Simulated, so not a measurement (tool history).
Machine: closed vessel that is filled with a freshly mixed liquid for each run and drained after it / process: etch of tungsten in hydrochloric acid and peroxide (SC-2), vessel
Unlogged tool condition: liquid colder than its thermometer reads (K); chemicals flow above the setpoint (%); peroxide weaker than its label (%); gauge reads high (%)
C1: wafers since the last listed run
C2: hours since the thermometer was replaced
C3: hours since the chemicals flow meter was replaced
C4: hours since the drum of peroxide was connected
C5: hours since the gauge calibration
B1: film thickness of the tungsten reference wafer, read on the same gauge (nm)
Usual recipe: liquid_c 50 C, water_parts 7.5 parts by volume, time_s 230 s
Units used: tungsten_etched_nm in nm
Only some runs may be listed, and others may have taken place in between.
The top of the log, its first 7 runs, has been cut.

run 8 hour=588.1 | liquid_c=50 water_parts=7.5 time_s=230 | C1=7041 C2=852.8 C3=408 C4=729.7 C5=477.7 | B1=30.02 | tungsten_etched_nm=36.31
run 9 hour=645.1 | liquid_c=50 water_parts=7.5 time_s=230 | C1=6252 C2=909.8 C3=465 C4=786.7 C5=534.7 | B1=30 | tungsten_etched_nm=36.18
run 10 hour=694.9 | liquid_c=50 water_parts=7.5 time_s=230 | C1=5462 C2=959.6 C3=514.8 C4=836.5 C5=584.5 | B1=29.98 | tungsten_etched_nm=36.49
run 11 hour=802.2 | liquid_c=50 water_parts=7.5 time_s=230 | C1=11769 C2=1066.9 C3=622.1 C4=943.8 C5=691.8 | B1=30.01 | tungsten_etched_nm=36.27
run 12 hour=867.7 | liquid_c=50 water_parts=7.5 time_s=230 | C1=7184 C2=1132.4 C3=687.6 C4=1009.3 C5=757.3 | B1=30.01 | tungsten_etched_nm=35.76
run 13 hour=973.4 | liquid_c=50 water_parts=7.5 time_s=230 | C1=11593 C2=1238.1 C3=793.3 C4=1115 C5=863 | B1=30.02 | tungsten_etched_nm=36.02
-- hour=1002.7 new drum of peroxide connected
run 14 hour=1078.8 | liquid_c=50 water_parts=7.5 time_s=230 | C1=11451 C2=1343.5 C3=898.7 C4=76.1 C5=968.4 | B1=29.99 | tungsten_etched_nm=35.44
run 15 hour=1176.6 | liquid_c=50 water_parts=7.5 time_s=230 | C1=10727 C2=1441.3 C3=996.5 C4=173.9 C5=1066.2 | B1=30.03 | tungsten_etched_nm=35.86
run 16 hour=1273.5 | liquid_c=50 water_parts=5.5 time_s=110 | C1=10628 C2=1538.2 C3=1093.4 C4=270.8 C5=1163.1 | B1=29.98 | tungsten_etched_nm=21.38
run 17 hour=1381 | liquid_c=50 water_parts=11.5 time_s=180 | C1=11791 C2=1645.7 C3=1200.9 C4=378.3 C5=1270.6 | B1=30 | tungsten_etched_nm=19.42
run 18 hour=1421.9 | liquid_c=50 water_parts=11 time_s=230 | C1=4486 C2=1686.6 C3=1241.8 C4=419.2 C5=1311.5 | B1=30.03 | tungsten_etched_nm=25.71
-- hour=1483 gauge calibrated
run 19 hour=1490.2 | liquid_c=41.5 water_parts=5.5 time_s=325 | C1=7491 C2=1754.9 C3=1310.1 C4=487.5 C5=7.2 | B1=29.99 | tungsten_etched_nm=34.57
run 20 hour=1550 | liquid_c=50 water_parts=7.5 time_s=230 | C1=6559 C2=1814.7 C3=1369.9 C4=547.3 C5=67 | B1=30.01 | tungsten_etched_nm=35.12
run 21 hour=1600.1 | liquid_c=50 water_parts=7.5 time_s=230 | C1=5495 C2=1864.8 C3=1420 C4=597.4 C5=117.1 | B1=30.04 | tungsten_etched_nm=35.18
-- hour=1632.1 thermometer replaced
run 22 hour=1655.6 | liquid_c=50 water_parts=7.5 time_s=230 | C1=5977 C2=23.5 C3=1475.5 C4=652.9 C5=172.6 | B1=29.99 | tungsten_etched_nm=37.53
-- hour=1719.5 chemicals flow meter replaced
run 23 hour=1725.7 | liquid_c=50 water_parts=7.5 time_s=330 | C1=7579 C2=93.6 C3=6.2 C4=723 C5=242.7 | B1=30.02 | tungsten_etched_nm=54.29
run 24 hour=1826 | liquid_c=50 water_parts=7.5 time_s=230 | C1=11001 C2=193.9 C3=106.5 C4=823.3 C5=343 | B1=29.99 | tungsten_etched_nm=37.19
run 25 hour=1902.6 | liquid_c=50 water_parts=7.5 time_s=230 | C1=8401 C2=270.5 C3=183.1 C4=899.9 C5=419.6 | B1=30.02 | tungsten_etched_nm=37.06
-- hour=1918.6 new drum of peroxide connected
run 26 hour=1977.5 | liquid_c=50 water_parts=5.5 time_s=350 | C1=8105 C2=345.4 C3=258 C4=58.9 C5=494.5 | B1=29.99 | tungsten_etched_nm=70.83
run 27 hour=2079.1 | liquid_c=50 water_parts=11.5 time_s=230 | C1=11144 C2=447 C3=359.6 C4=160.5 C5=596.1 | B1=30.02 | tungsten_etched_nm=25.65
run 28 hour=2166.2 | liquid_c=43.5 water_parts=4.5 time_s=320 | C1=9553 C2=534.1 C3=446.7 C4=247.6 C5=683.2 | B1=29.99 | tungsten_etched_nm=47.91
run 29 hour=2237.6 | liquid_c=50 water_parts=7.5 time_s=230 | C1=7831 C2=605.5 C3=518.1 C4=319 C5=754.6 | B1=30.01 | tungsten_etched_nm=36.6
run 30 hour=2324.1 | liquid_c=50 water_parts=7.5 time_s=115 | C1=9487 C2=692 C3=604.6 C4=405.5 C5=841.1 | B1=30 | tungsten_etched_nm=18.28

Here are 3 independent what-if runs from the current tool condition. What would each one return?
run A hour=2324.8 | liquid_c=53 water_parts=7.5 time_s=230 | C1=76 C2=692.7 C3=605.3 C4=406.2 C5=841.8 | B1=? | tungsten_etched_nm=?
run B hour=2324.8 | liquid_c=56 water_parts=10 time_s=340 | C1=76 C2=692.7 C3=605.3 C4=406.2 C5=841.8 | B1=? | tungsten_etched_nm=?
run C hour=2324.8 | liquid_c=55.5 water_parts=9 time_s=310 | C1=76 C2=692.7 C3=605.3 C4=406.2 C5=841.8 | B1=? | tungsten_etched_nm=?

run=A B1=30.02 tungsten_etched_nm=44.19
run=B B1=30.02 tungsten_etched_nm=62.86
run=C B1=30.02 tungsten_etched_nm=60.54
Take away the tool's hidden state, keep each run's random variation, and the runs would have read:
run=A tungsten_etched_nm=45.99
run=B tungsten_etched_nm=65.38
run=C tungsten_etched_nm=62.97
